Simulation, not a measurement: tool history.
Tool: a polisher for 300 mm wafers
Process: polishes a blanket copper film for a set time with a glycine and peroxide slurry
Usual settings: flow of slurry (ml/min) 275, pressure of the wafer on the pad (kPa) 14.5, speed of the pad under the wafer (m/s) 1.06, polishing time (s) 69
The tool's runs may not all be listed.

| run | day | flow of slurry (ml/min) | pressure of the wafer on the pad (kPa) | speed of the pad under the wafer (m/s) | polishing time (s) | incoming thickness of the incoming film, nm | film removed (nm) |
|---|---|---|---|---|---|---|---|
| 1 | 0.000 | 275 | 14.5 | 1.06 | 59 | 1796.3 | 311.8 |
| 2 | 0.358 | 275 | 14.5 | 1.06 | 69 | 1773.4 | 359.3 |
| 3 | 0.938 | 275 | 14.5 | 1.06 | 69 | 1785.4 | 357.0 |
| 4 | 1.488 | 275 | 14.5 | 1.06 | 69 | 1786.6 | 346.3 |
| 5 | 2.158 | 275 | 14.5 | 1.06 | 69 | 1782.1 | 344.9 |
| 6 | 2.538 | 275 | 14.5 | 1.06 | 69 | 1774.1 | 334.4 |
| 7 | 2.788 | 275 | 14.5 | 1.06 | 69 | 1759.7 | 330.3 |
| 8 | 3.062 | 275 | 14.5 | 1.06 | 69 | 1757.2 | 330.1 |
| 9 | 3.417 | 275 | 14.5 | 1.06 | 69 | 1748.9 | 322.4 |
|  | 3.779 | worn pad replaced by a new one |
| 10 | 4.104 | 275 | 14.5 | 1.06 | 69 | 1752.4 | 373.4 |
| 11 | 4.450 | 275 | 14.5 | 1.06 | 69 | 1737.6 | 374.4 |
| 12 | 4.862 | 275 | 14.5 | 1.06 | 69 | 1773.1 | 366.7 |
| 13 | 5.246 | 275 | 14.5 | 1.06 | 69 | 1772.2 | 361.5 |
| 14 | 5.700 | 275 | 14.5 | 1.06 | 69 | 1779.0 | 354.3 |
| 15 | 6.125 | 180 | 14.5 | 1.28 | 69 | 1781.8 | 394.2 |
| 16 | 6.392 | 275 | 14.5 | 1.06 | 69 | 1750.3 | 358.9 |
|  | 6.767 | slurry nozzle cleaned |
| 17 | 7.021 | 275 | 11.0 | 1.06 | 69 | 1765.4 | 280.4 |
| 18 | 7.717 | 205 | 17.2 | 0.70 | 60 | 1779.7 | 240.4 |
|  | 7.896 | head pressure recalibrated |
|  | 8.088 | worn pad replaced by a new one |
| 19 | 8.108 | 275 | 14.5 | 1.06 | 69 | 1744.1 | 363.3 |
| 20 | 8.725 | 205 | 17.2 | 1.06 | 69 | 1761.9 | 404.3 |
| 21 | 9.329 | 275 | 16.5 | 0.70 | 69 | 1796.7 | 294.6 |
| 22 | 9.738 | 310 | 14.5 | 1.28 | 69 | 1772.0 | 414.8 |
| 23 | 10.196 | 275 | 14.5 | 1.06 | 69 | 1767.4 | 355.5 |
| 24 | 10.675 | 275 | 14.5 | 1.06 | 69 | 1762.3 | 339.3 |
| 25 | 11.033 | 275 | 11.0 | 1.06 | 69 | 1796.6 | 277.1 |
| 26 | 11.404 | 275 | 14.5 | 1.18 | 69 | 1765.7 | 372.2 |
| 27 | 11.662 | 235 | 19.3 | 0.74 | 56 | 1745.9 | 253.8 |

3 ways to go on from here, each from the tool as it stands after run 27. What would each give?
| A | 11.679 | 275 | 14.5 | 1.06 | 49 | 1750.6 | ? |
| B | 11.679 | 195 | 14.5 | 1.06 | 69 | 1750.6 | ? |
| C | 11.679 | 360 | 11.7 | 1.24 | 58 | 1750.6 | ? |

| run | film removed (nm) |
|---|---|
| A | 239.3 |
| B | 322.1 |
| C | 276.8 |
Without the tool's hidden state the same runs would have given:
| run | film removed (nm) |
|---|---|
| A | 266.4 |
| B | 358.5 |
| C | 308.2 |
